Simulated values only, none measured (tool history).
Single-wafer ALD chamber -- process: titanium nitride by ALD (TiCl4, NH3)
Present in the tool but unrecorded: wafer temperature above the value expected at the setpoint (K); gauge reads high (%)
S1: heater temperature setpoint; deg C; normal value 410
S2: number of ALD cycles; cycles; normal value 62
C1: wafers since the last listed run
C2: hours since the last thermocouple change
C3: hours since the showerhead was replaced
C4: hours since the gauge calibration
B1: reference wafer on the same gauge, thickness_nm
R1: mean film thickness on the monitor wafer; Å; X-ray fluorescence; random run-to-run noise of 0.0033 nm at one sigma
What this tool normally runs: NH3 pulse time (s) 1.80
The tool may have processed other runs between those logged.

Run 1, hour 0.0: usual settings; C1 0; C2 1232.9; C3 5310.9; C4 1043.6; B1 1.402. Result: R1 13.29 Å.
Run 2, hour 59.5: usual settings; C1 261; C2 1292.4; C3 5370.4; C4 1103.1; B1 1.400. Result: R1 13.25 Å.
Run 3, hour 102.4: usual settings; C1 188; C2 1335.3; C3 5413.3; C4 1146.0; B1 1.399. Result: R1 13.27 Å.
Run 4, hour 148.7: usual settings; C1 203; C2 1381.6; C3 5459.6; C4 1192.3; B1 1.402. Result: R1 13.24 Å.
Run 5, hour 210.2: usual settings but S2 54 cycles; C1 269; C2 1443.1; C3 5521.1; C4 1253.8; B1 1.399. Result: R1 11.49 Å.
Run 6, hour 255.7: usual settings; C1 199; C2 1488.6; C3 5566.6; C4 1299.3; B1 1.399. Result: R1 13.27 Å.
Run 7, hour 318.4: usual settings; C1 275; C2 1551.3; C3 5629.3; C4 1362.0; B1 1.400. Result: R1 13.31 Å.
Run 8, hour 374.5: usual settings; C1 246; C2 1607.4; C3 5685.4; C4 1418.1; B1 1.401. Result: R1 13.25 Å.
Run 9, hour 405.2: usual settings but NH3 pulse time (s) 2.09; C1 134; C2 1638.1; C3 5716.1; C4 1448.8; B1 1.399. Result: R1 13.40 Å.
Run 10, hour 458.8: usual settings but NH3 pulse time (s) 2.09; C1 235; C2 1691.7; C3 5769.7; C4 1502.4; B1 1.400. Result: R1 13.33 Å.
Run 11, hour 496.7: usual settings but NH3 pulse time (s) 2.09; C1 166; C2 1729.6; C3 5807.6; C4 1540.3; B1 1.400. Result: R1 13.40 Å.
Run 12, hour 555.7: usual settings; C1 258; C2 1788.6; C3 5866.6; C4 1599.3; B1 1.399. Result: R1 13.24 Å.
Run 13, hour 592.1: usual settings; C1 159; C2 1825.0; C3 5903.0; C4 1635.7; B1 1.400. Result: R1 13.26 Å.
Run 14, hour 623.8: usual settings; C1 139; C2 1856.7; C3 5934.7; C4 1667.4; B1 1.401. Result: R1 13.27 Å.
At hour 647.6: showerhead replaced.
Run 15, hour 652.8: usual settings; C1 92; C2 1885.7; C3 5.2; C4 1696.4; B1 1.401. Result: R1 13.27 Å.
Run 16, hour 721.2: usual settings; C1 300; C2 1954.1; C3 73.6; C4 1764.8; B1 1.398. Result: R1 13.27 Å.
Run 17, hour 771.0: usual settings; C1 218; C2 2003.9; C3 123.4; C4 1814.6; B1 1.399. Result: R1 13.28 Å.
Run 18, hour 837.8: usual settings but NH3 pulse time (s) 2.23; C1 293; C2 2070.7; C3 190.2; C4 1881.4; B1 1.398. Result: R1 13.38 Å.
Run 19, hour 880.7: usual settings but NH3 pulse time (s) 2.23; C1 188; C2 2113.6; C3 233.1; C4 1924.3; B1 1.399. Result: R1 13.42 Å.
Run 20, hour 940.2: usual settings; C1 261; C2 2173.1; C3 292.6; C4 1983.8; B1 1.400. Result: R1 13.31 Å.
Run 21, hour 993.7: usual settings; C1 234; C2 2226.6; C3 346.1; C4 2037.3; B1 1.399. Result: R1 13.25 Å.
At hour 1026.1: thermocouple changed; heater temperature recalibrated.
At hour 1102.1: gauge calibrated.
Run 22, hour 1166.3: usual settings but S1 419 deg C, S2 52 cycles, NH3 pulse time (s) 1.11; C1 722; C2 140.2; C3 518.7; C4 64.2; B1 1.400. Result: R1 10.78 Å.
Run 23, hour 1222.4: usual settings but S1 397 deg C; C1 246; C2 196.3; C3 574.8; C4 120.3; B1 1.402. Result: R1 13.17 Å.
Run 24, hour 1271.4: usual settings; C1 215; C2 245.3; C3 623.8; C4 169.3; B1 1.400. Result: R1 13.26 Å.
Run 25, hour 1304.6: usual settings; C1 145; C2 278.5; C3 657.0; C4 202.5; B1 1.400. Result: R1 13.26 Å.
Run 26, hour 1376.5: usual settings; C1 315; C2 350.4; C3 728.9; C4 274.4; B1 1.400. Result: R1 13.26 Å.
Run 27, hour 1442.5: usual settings but S1 421 deg C, S2 57 cycles, NH3 pulse time (s) 2.25; C1 289; C2 416.4; C3 794.9; C4 340.4; B1 1.401. Result: R1 12.39 Å.
Run 28, hour 1466.6: usual settings but S1 396 deg C, S2 66 cycles; C1 105; C2 440.5; C3 819.0; C4 364.5; B1 1.400. Result: R1 14.04 Å.
Run 29, hour 1534.3: usual settings but S1 400 deg C, S2 53 cycles, NH3 pulse time (s) 2.16; C1 297; C2 508.2; C3 886.7; C4 432.2; B1 1.401. Result: R1 11.44 Å.
Run 30, hour 1581.5: usual settings but S2 67 cycles, NH3 pulse time (s) 1.19; C1 207; C2 555.4; C3 933.9; C4 479.4; B1 1.401. Result: R1 13.93 Å.
Run 31, hour 1636.6: usual settings but S2 67 cycles; C1 241; C2 610.5; C3 989.0; C4 534.5; B1 1.399. Result: R1 14.29 Å.
Run 32, hour 1688.9: usual settings but S1 416 deg C; C1 229; C2 662.8; C3 1041.3; C4 586.8; B1 1.400. Result: R1 13.29 Å.
Run 33, hour 1729.9: usual settings; C1 179; C2 703.8; C3 1082.3; C4 627.8; B1 1.400. Result: R1 13.24 Å.
Run 34, hour 1754.2: usual settings but S1 417 deg C, S2 72 cycles, NH3 pulse time (s) 1.17; C1 106; C2 728.1; C3 1106.6; C4 652.1; B1 1.399. Result: R1 15.00 Å.
Run 35, hour 1780.1: usual settings but S1 418 deg C, S2 70 cycles, NH3 pulse time (s) 2.38; C1 113; C2 754.0; C3 1132.5; C4 678.0; B1 1.397. Result: R1 15.18 Å.
Run 36, hour 1805.9: usual settings but S2 73 cycles; C1 113; C2 779.8; C3 1158.3; C4 703.8; B1 1.399. Result: R1 15.61 Å.
Run 37, hour 1859.4: usual settings but S2 69 cycles, NH3 pulse time (s) 2.37; C1 234; C2 833.3; C3 1211.8; C4 757.3; B1 1.401. Result: R1 14.93 Å.
Run 38, hour 1888.8: usual settings but S2 50 cycles, NH3 pulse time (s) 1.52; C1 129; C2 862.7; C3 1241.2; C4 786.7; B1 1.400. Result: R1 10.58 Å.
Run 39, hour 1941.0: usual settings but NH3 pulse time (s) 1.40; C1 229; C2 914.9; C3 1293.4; C4 838.9; B1 1.400. Result: R1 13.05 Å.
Run 40, hour 1996.3: usual settings; C1 242; C2 970.2; C3 1348.7; C4 894.2; B1 1.400. Result: R1 13.29 Å.

Predict each of these 4 candidate next runs independently; none follows another, all start after run 40:
Run A, hour 1996.8: usual settings but S1 419 deg C; C1 2; C2 970.7; C3 1349.2; C4 894.7; B1 ?. Result: R1 ?.
Run B, hour 1996.8: usual settings but S1 424 deg C, S2 50 cycles, NH3 pulse time (s) 2.06; C1 2; C2 970.7; C3 1349.2; C4 894.7; B1 ?. Result: R1 ?.
Run C, hour 1996.8: usual settings but NH3 pulse time (s) 1.34; C1 2; C2 970.7; C3 1349.2; C4 894.7; B1 ?. Result: R1 ?.
Run D, hour 1996.8: usual settings but S2 57 cycles; C1 2; C2 970.7; C3 1349.2; C4 894.7; B1 ?. Result: R1 ?.

run     B1     R1
  A  1.400  13.30
  B  1.400  10.80
  C  1.400  12.99
  D  1.400  12.18
Stripped of hidden state, with their random variation kept, the same runs would have yielded:
run     R1
  A  13.30
  B  10.80
  C  12.99
  D  12.18
